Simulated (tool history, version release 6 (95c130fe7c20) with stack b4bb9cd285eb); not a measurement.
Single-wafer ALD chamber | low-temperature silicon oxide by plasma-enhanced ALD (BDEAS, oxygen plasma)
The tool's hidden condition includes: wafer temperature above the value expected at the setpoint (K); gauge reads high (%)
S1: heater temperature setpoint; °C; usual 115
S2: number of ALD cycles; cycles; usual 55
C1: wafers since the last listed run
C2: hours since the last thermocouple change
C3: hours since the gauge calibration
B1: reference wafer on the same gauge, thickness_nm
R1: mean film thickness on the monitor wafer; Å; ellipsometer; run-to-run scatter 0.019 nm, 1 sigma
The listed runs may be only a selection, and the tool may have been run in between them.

run 1 day=0.000 | S1=115 S2=55 | C1=0 C2=1545.8 C3=124.7 | B1=6.980 | R1=73.90
run 2 day=2.129 | S1=115 S2=55 | C1=289 C2=1596.9 C3=175.8 | B1=6.985 | R1=74.33
run 3 day=2.717 | S1=115 S2=55 | C1=79 C2=1611.0 C3=189.9 | B1=6.997 | R1=73.82
run 4 day=3.092 | S1=115 S2=55 | C1=50 C2=1620.0 C3=198.9 | B1=7.008 | R1=74.20
run 5 day=3.646 | S1=115 S2=55 | C1=75 C2=1633.3 C3=212.2 | B1=7.002 | R1=74.42
run 6 day=4.333 | S1=115 S2=62 | C1=93 C2=1649.8 C3=228.7 | B1=7.010 | R1=83.88
run 7 day=4.933 | S1=115 S2=55 | C1=81 C2=1664.2 C3=243.1 | B1=7.016 | R1=74.17
run 8 day=5.504 | S1=115 S2=55 | C1=77 C2=1677.9 C3=256.8 | B1=7.020 | R1=74.30
run 9 day=5.883 | S1=115 S2=55 | C1=51 C2=1687.0 C3=265.9 | B1=7.021 | R1=74.61
run 10 day=6.238 | S1=115 S2=55 | C1=48 C2=1695.5 C3=274.4 | B1=7.027 | R1=74.52
run 11 day=6.688 | S1=115 S2=55 | C1=61 C2=1706.3 C3=285.2 | B1=7.035 | R1=74.45
run 12 day=7.375 | S1=108 S2=49 | C1=93 C2=1722.8 C3=301.7 | B1=7.040 | R1=67.53
run 13 day=8.104 | S1=115 S2=55 | C1=98 C2=1740.3 C3=319.2 | B1=7.054 | R1=74.86
run 14 day=8.721 | S1=115 S2=55 | C1=83 C2=1755.1 C3=334.0 | B1=7.051 | R1=74.87
-- day=8.879 gauge calibrated
run 15 day=8.983 | S1=115 S2=55 | C1=35 C2=1761.4 C3=2.5 | B1=7.001 | R1=74.43
run 16 day=9.292 | S1=115 S2=55 | C1=41 C2=1768.8 C3=9.9 | B1=7.002 | R1=74.30
run 17 day=9.800 | S1=115 S2=65 | C1=69 C2=1781.0 C3=22.1 | B1=6.998 | R1=87.88
run 18 day=10.325 | S1=115 S2=55 | C1=71 C2=1793.6 C3=34.7 | B1=6.997 | R1=74.47
-- day=11.238 thermocouple changed; heater temperature recalibrated
run 19 day=11.258 | S1=128 S2=44 | C1=81 C2=0.5 C3=57.1 | B1=6.997 | R1=57.89
run 20 day=11.533 | S1=129 S2=59 | C1=37 C2=7.1 C3=63.7 | B1=7.004 | R1=77.37
run 21 day=11.904 | S1=115 S2=55 | C1=50 C2=16.0 C3=72.6 | B1=7.003 | R1=74.40
run 22 day=12.608 | S1=119 S2=62 | C1=95 C2=32.9 C3=89.5 | B1=7.006 | R1=83.31
run 23 day=13.192 | S1=109 S2=59 | C1=79 C2=46.9 C3=103.5 | B1=7.000 | R1=80.51
run 24 day=13.867 | S1=120 S2=45 | C1=91 C2=63.1 C3=119.7 | B1=7.013 | R1=60.48
run 25 day=14.496 | S1=122 S2=61 | C1=85 C2=78.2 C3=134.8 | B1=7.012 | R1=81.55
run 26 day=14.875 | S1=115 S2=55 | C1=51 C2=87.3 C3=143.9 | B1=7.014 | R1=74.31
run 27 day=15.542 | S1=106 S2=46 | C1=90 C2=103.3 C3=159.9 | B1=7.018 | R1=63.29
run 28 day=16.271 | S1=115 S2=55 | C1=98 C2=120.8 C3=177.4 | B1=7.026 | R1=74.54
run 29 day=16.812 | S1=115 S2=55 | C1=73 C2=133.8 C3=190.4 | B1=7.039 | R1=74.96
run 30 day=17.308 | S1=107 S2=59 | C1=67 C2=145.7 C3=202.3 | B1=7.031 | R1=81.59
run 31 day=17.762 | S1=123 S2=49 | C1=61 C2=156.6 C3=213.2 | B1=7.035 | R1=65.52
run 32 day=18.050 | S1=115 S2=45 | C1=39 C2=163.5 C3=220.1 | B1=7.043 | R1=61.53
run 33 day=18.550 | S1=115 S2=55 | C1=67 C2=175.5 C3=232.1 | B1=7.032 | R1=74.91

How would selected steps in R1 from run to run divide? Give the signed amount a tool lacking its hidden state would still show from settings, what came in and random variation, and the signed amount left for the hidden state, including any gauge scatter that is not in both of the compared results.
Run 12 -> 13: S1 108 -> 115, S2 49 -> 55. R1 +7.33 Å: hidden state +0.15, all else +7.18.
Run 14 -> 15: gauge calibrated. R1 -0.44 Å: hidden state -0.62, all else +0.18.
Run 19 -> 20: S1 128 -> 129, S2 44 -> 59. R1 +19.48 Å: hidden state +0.07, all else +19.41.
Run 23 -> 24: S1 109 -> 120, S2 59 -> 45. R1 -20.03 Å: hidden state -0.06, all else -19.97.
Run 24 -> 25: S1 120 -> 122, S2 45 -> 61. R1 +21.07 Å: hidden state +0.13, all else +20.94.
Run 32 -> 33: S2 45 -> 55. R1 +13.38 Å: hidden state +0.16, all else +13.22.

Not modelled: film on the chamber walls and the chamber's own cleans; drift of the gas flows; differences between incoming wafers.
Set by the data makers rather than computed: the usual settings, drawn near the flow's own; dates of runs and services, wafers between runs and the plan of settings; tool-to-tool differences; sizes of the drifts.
